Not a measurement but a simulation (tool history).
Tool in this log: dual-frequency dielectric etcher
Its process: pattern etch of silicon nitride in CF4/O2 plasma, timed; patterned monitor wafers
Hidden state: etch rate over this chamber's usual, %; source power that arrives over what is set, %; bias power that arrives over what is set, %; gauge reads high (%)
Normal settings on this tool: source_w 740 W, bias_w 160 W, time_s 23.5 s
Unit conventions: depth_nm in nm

| run | hour | source_w | bias_w | time_s | wafers since the last listed run | hours since the last wet clean | hours since the last source power generator calibration | hours since the last bias power generator calibration | hours since the last upper electrode change | hours since the gauge calibration | read-back reference wafer on the same gauge, depth_nm | depth_nm |
|---|---|---|---|---|---|---|---|---|---|---|---|---|
| 1 | 0.0 | 740 | 134 | 23.5 | 0 | 503.6 | 4427.9 | 3092.7 | 3539.8 | 57.3 | 55.9 | 56.8 |
| 2 | 6.3 | 740 | 134 | 23.5 | 68 | 509.9 | 4434.2 | 3099.0 | 3546.1 | 63.6 | 55.8 | 56.4 |
| 3 | 16.9 | 740 | 138 | 25.5 | 114 | 520.5 | 4444.8 | 3109.6 | 3556.7 | 74.2 | 56.0 | 62.0 |
| 4 | 33.4 | 740 | 138 | 25.5 | 178 | 537.0 | 4461.3 | 3126.1 | 3573.2 | 90.7 | 55.9 | 62.3 |
|  | 68.0 | wet clean of the chamber |
|  | 72.1 | gauge calibrated |
|  | 83.3 | upper electrode replaced |
| 5 | 83.8 | 740 | 138 | 25.5 | 119 | 15.8 | 4511.7 | 3176.5 | 0.5 | 11.7 | 55.9 | 62.5 |
| 6 | 84.1 | 740 | 160 | 23.5 | 3 | 16.1 | 4512.0 | 3176.8 | 0.8 | 12.0 | 56.0 | 62.3 |
| 7 | 84.5 | 740 | 160 | 23.5 | 4 | 16.5 | 4512.4 | 3177.2 | 1.2 | 12.4 | 55.9 | 62.7 |
| 8 | 84.8 | 740 | 160 | 23.5 | 3 | 16.8 | 4512.7 | 3177.5 | 1.5 | 12.7 | 56.0 | 62.3 |
| 9 | 85.1 | 740 | 160 | 23.5 | 3 | 17.1 | 4513.0 | 3177.8 | 1.8 | 13.0 | 55.9 | 62.6 |
| 10 | 99.6 | 740 | 160 | 23.5 | 156 | 31.6 | 4527.5 | 3192.3 | 16.3 | 27.5 | 55.9 | 62.4 |
| 11 | 109.5 | 740 | 121 | 23.5 | 107 | 41.5 | 4537.4 | 3202.2 | 26.2 | 37.4 | 55.8 | 52.9 |
| 12 | 119.7 | 840 | 191 | 27.0 | 110 | 51.7 | 4547.6 | 3212.4 | 36.4 | 47.6 | 56.0 | 87.2 |
|  | 125.0 | source power generator calibrated |
| 13 | 129.0 | 740 | 160 | 23.5 | 57 | 61.0 | 4.0 | 3221.7 | 45.7 | 56.9 | 55.9 | 61.8 |
| 14 | 146.1 | 740 | 138 | 26.0 | 185 | 78.1 | 21.1 | 3238.8 | 62.8 | 74.0 | 55.8 | 63.4 |
| 15 | 155.1 | 740 | 160 | 28.5 | 97 | 87.1 | 30.1 | 3247.8 | 71.8 | 83.0 | 56.0 | 76.2 |
|  | 170.3 | bias power generator calibrated |
| 16 | 170.8 | 570 | 160 | 26.0 | 126 | 102.8 | 45.8 | 0.5 | 87.5 | 98.7 | 56.0 | 56.4 |
| 17 | 184.3 | 570 | 187 | 25.5 | 146 | 116.3 | 59.3 | 14.0 | 101.0 | 112.2 | 55.8 | 59.9 |
|  | 190.3 | gauge calibrated |
| 18 | 214.5 | 800 | 160 | 18.0 | 326 | 146.5 | 89.5 | 44.2 | 131.2 | 24.2 | 55.9 | 50.7 |
| 19 | 221.3 | 740 | 160 | 23.5 | 73 | 153.3 | 96.3 | 51.0 | 138.0 | 31.0 | 55.9 | 62.7 |

Below are 5 alternative next runs, each starting from the tool's condition after run 19. Predict each:
| A | 221.7 | 740 | 160 | 23.5 | 4 | 153.7 | 96.7 | 51.4 | 138.4 | 31.4 | ? | ? |
| B | 221.7 | 660 | 171 | 28.0 | 4 | 153.7 | 96.7 | 51.4 | 138.4 | 31.4 | ? | ? |
| C | 221.7 | 740 | 160 | 18.0 | 4 | 153.7 | 96.7 | 51.4 | 138.4 | 31.4 | ? | ? |
| D | 221.7 | 810 | 134 | 30.0 | 4 | 153.7 | 96.7 | 51.4 | 138.4 | 31.4 | ? | ? |
| E | 221.7 | 680 | 160 | 23.5 | 4 | 153.7 | 96.7 | 51.4 | 138.4 | 31.4 | ? | ? |

| run | read-back reference wafer on the same gauge, depth_nm | depth_nm |
|---|---|---|
| A | 55.9 | 62.6 |
| B | 55.9 | 70.6 |
| C | 55.9 | 48.0 |
| D | 55.9 | 77.6 |
| E | 55.9 | 58.5 |
Without the tool's unlogged condition, the same runs would have read:
| run | depth_nm |
|---|---|
| A | 62.6 |
| B | 70.6 |
| C | 48.0 |
| D | 77.6 |
| E | 58.5 |

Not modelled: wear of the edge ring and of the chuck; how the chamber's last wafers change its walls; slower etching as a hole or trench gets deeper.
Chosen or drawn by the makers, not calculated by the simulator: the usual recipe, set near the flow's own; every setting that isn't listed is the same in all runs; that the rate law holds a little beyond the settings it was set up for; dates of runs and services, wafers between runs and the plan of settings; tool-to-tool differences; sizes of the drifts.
